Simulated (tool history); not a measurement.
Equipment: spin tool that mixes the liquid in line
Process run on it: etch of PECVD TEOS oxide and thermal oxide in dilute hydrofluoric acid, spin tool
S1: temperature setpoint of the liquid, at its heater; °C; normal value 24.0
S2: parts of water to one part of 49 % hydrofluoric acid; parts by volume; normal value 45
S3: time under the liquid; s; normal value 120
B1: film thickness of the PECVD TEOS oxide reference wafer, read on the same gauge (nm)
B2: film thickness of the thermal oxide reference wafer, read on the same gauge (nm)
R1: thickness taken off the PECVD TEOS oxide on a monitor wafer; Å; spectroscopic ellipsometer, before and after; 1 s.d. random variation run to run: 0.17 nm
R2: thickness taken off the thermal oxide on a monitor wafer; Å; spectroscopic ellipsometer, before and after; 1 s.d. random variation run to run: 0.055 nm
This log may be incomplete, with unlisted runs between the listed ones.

run,hour,S1,S2,S3,B1,B2,R1,R2
1,0.0,24.0,45,120,29.99,59.95,322.8,116.8
2,11.2,24.0,45,120,30.00,59.98,322.2,115.9
3,21.1,24.0,45,120,30.00,59.99,321.2,115.3
# hour 30.5: thermometer replaced
4,33.3,24.0,45,120,29.99,59.96,354.4,127.8
5,42.6,24.0,45,120,30.02,59.98,354.0,127.1
6,49.1,24.0,35,120,30.00,59.99,458.2,165.6
7,59.0,24.0,45,120,30.01,60.02,353.1,127.3
8,74.2,24.0,45,120,29.98,60.01,350.8,126.1
9,91.9,24.0,45,120,29.98,59.98,352.4,126.7
10,102.4,24.0,45,120,29.99,59.98,353.5,126.0
11,118.3,20.5,45,180,29.99,60.00,455.3,163.6
12,128.0,24.0,30,120,30.00,59.98,537.6,192.7
13,136.7,24.0,45,120,30.00,60.00,347.6,126.1
14,150.6,26.0,55,120,29.99,60.01,308.2,109.6
15,163.1,21.5,30,120,29.98,60.02,480.3,172.6
16,173.0,24.0,45,160,29.99,60.01,464.6,167.5
# hour 198.0: hydrofluoric acid flow meter replaced
17,208.7,24.0,65,120,30.00,59.98,253.6,91.1
18,220.2,24.0,45,120,30.00,59.98,374.9,133.9
19,232.3,24.0,25,90,30.02,60.00,520.0,186.2
# hour 237.5: gauge calibrated
20,240.5,19.5,55,70,29.99,60.01,146.0,52.5
21,257.3,24.0,45,120,29.99,60.00,372.8,134.8
22,269.4,27.5,45,120,30.00,60.00,432.5,155.1
23,281.7,21.0,50,140,29.99,59.99,344.3,123.2
24,307.9,24.0,45,120,29.99,60.01,370.5,133.1
25,319.9,19.5,45,160,29.99,60.02,407.1,146.7
26,334.7,29.0,45,155,30.00,59.98,584.2,211.3

Had the tool no unlogged condition, and each run kept its random variation, what would the results have been?
What the log doesn't record here: liquid colder than its thermometer reads (K); hydrofluoric acid flow below the setpoint (%); gauge reads high (%).
run,R1,R2
1,388.6,140.7
2,388.5,139.7
3,387.8,139.2
4,388.1,140.0
5,388.2,139.3
6,502.2,181.6
7,388.0,139.9
8,386.2,138.9
9,388.8,139.9
10,390.7,139.3
11,504.3,181.2
12,595.4,213.4
13,386.0,140.1
14,343.2,122.0
15,534.4,192.1
16,518.3,186.9
17,262.1,94.1
18,388.0,138.6
19,539.1,193.0
20,151.6,54.5
21,387.7,140.2
22,450.3,161.5
23,359.4,128.6
24,387.9,139.4
25,427.0,153.9
26,613.3,221.8

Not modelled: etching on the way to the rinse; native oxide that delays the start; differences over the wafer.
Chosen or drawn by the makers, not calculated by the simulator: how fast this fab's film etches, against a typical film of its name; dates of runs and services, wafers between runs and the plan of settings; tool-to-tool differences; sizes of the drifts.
